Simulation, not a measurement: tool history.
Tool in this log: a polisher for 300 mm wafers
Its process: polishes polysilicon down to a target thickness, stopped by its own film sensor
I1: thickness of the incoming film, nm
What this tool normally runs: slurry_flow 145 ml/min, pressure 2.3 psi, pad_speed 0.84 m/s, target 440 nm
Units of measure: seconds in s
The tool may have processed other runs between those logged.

{"run": 1, "hour": 0.0, "slurry_flow": 145, "pressure": 1.9, "pad_speed": 0.84, "target": 402, "I1": 724.7, "seconds": 89.4}
{"run": 2, "hour": 9.6, "slurry_flow": 165, "pressure": 2.9, "pad_speed": 0.84, "target": 440, "I1": 717.7, "seconds": 47.4}
{"run": 3, "hour": 19.4, "slurry_flow": 165, "pressure": 2.9, "pad_speed": 0.84, "target": 440, "I1": 716.9, "seconds": 49.7}
{"run": 4, "hour": 29.8, "slurry_flow": 145, "pressure": 2.3, "pad_speed": 0.84, "target": 479, "I1": 717.3, "seconds": 54.9}
{"run": 5, "hour": 44.7, "slurry_flow": 145, "pressure": 2.3, "pad_speed": 0.84, "target": 479, "I1": 728.6, "seconds": 58.7}
{"run": 6, "hour": 51.3, "slurry_flow": 145, "pressure": 2.3, "pad_speed": 0.84, "target": 440, "I1": 717.4, "seconds": 62.3}
{"run": 7, "hour": 61.4, "slurry_flow": 145, "pressure": 2.3, "pad_speed": 0.84, "target": 440, "I1": 722.6, "seconds": 67.3}
{"run": 8, "hour": 71.5, "slurry_flow": 145, "pressure": 2.3, "pad_speed": 0.84, "target": 440, "I1": 717.6, "seconds": 65.4}
{"hour": 111.9, "done": "worn pad replaced by a new one"}
{"run": 9, "hour": 115.0, "slurry_flow": 160, "pressure": 2.3, "pad_speed": 0.84, "target": 481, "I1": 718.4, "seconds": 54.0}
{"run": 10, "hour": 132.9, "slurry_flow": 145, "pressure": 2.3, "pad_speed": 0.84, "target": 440, "I1": 725.6, "seconds": 66.0}
{"run": 11, "hour": 144.8, "slurry_flow": 145, "pressure": 2.3, "pad_speed": 0.84, "target": 440, "I1": 712.9, "seconds": 63.1}
{"run": 12, "hour": 157.6, "slurry_flow": 145, "pressure": 2.3, "pad_speed": 0.84, "target": 440, "I1": 727.3, "seconds": 68.2}
{"hour": 168.5, "done": "slurry nozzle cleaned"}
{"run": 13, "hour": 175.1, "slurry_flow": 145, "pressure": 2.3, "pad_speed": 0.84, "target": 440, "I1": 714.8, "seconds": 59.5}
{"run": 14, "hour": 181.1, "slurry_flow": 145, "pressure": 2.3, "pad_speed": 0.84, "target": 440, "I1": 732.5, "seconds": 63.7}
{"run": 15, "hour": 190.3, "slurry_flow": 145, "pressure": 2.3, "pad_speed": 0.84, "target": 496, "I1": 708.8, "seconds": 46.2}
{"run": 16, "hour": 203.6, "slurry_flow": 145, "pressure": 2.3, "pad_speed": 0.84, "target": 440, "I1": 731.1, "seconds": 64.6}
{"run": 17, "hour": 213.8, "slurry_flow": 145, "pressure": 2.0, "pad_speed": 0.94, "target": 534, "I1": 719.1, "seconds": 42.6}
{"hour": 226.9, "done": "worn pad replaced by a new one, of another model than before"}
{"hour": 244.9, "done": "head pressure recalibrated"}
{"run": 18, "hour": 245.6, "slurry_flow": 170, "pressure": 2.3, "pad_speed": 0.84, "target": 520, "I1": 703.5, "seconds": 39.1}
{"run": 19, "hour": 258.2, "slurry_flow": 170, "pressure": 3.0, "pad_speed": 1.1, "target": 440, "I1": 724.4, "seconds": 42.6}
{"run": 20, "hour": 273.3, "slurry_flow": 170, "pressure": 2.1, "pad_speed": 0.98, "target": 398, "I1": 721.5, "seconds": 66.9}
{"run": 21, "hour": 279.8, "slurry_flow": 145, "pressure": 1.6, "pad_speed": 0.84, "target": 440, "I1": 717.1, "seconds": 83.0}
{"run": 22, "hour": 314.7, "slurry_flow": 145, "pressure": 2.3, "pad_speed": 0.84, "target": 440, "I1": 723.5, "seconds": 65.2}

Run 23, settings as shown, results not yet in. Your forecast:
{"run": 23, "hour": 326.9, "slurry_flow": 145, "pressure": 2.3, "pad_speed": 0.84, "target": 440, "I1": 712.5, "seconds": "?"}

For run 23 the tool returned seconds 60.9 s.
With the hidden condition absent and the run-to-run variation left alone, this run would have shown seconds 57.0 s.

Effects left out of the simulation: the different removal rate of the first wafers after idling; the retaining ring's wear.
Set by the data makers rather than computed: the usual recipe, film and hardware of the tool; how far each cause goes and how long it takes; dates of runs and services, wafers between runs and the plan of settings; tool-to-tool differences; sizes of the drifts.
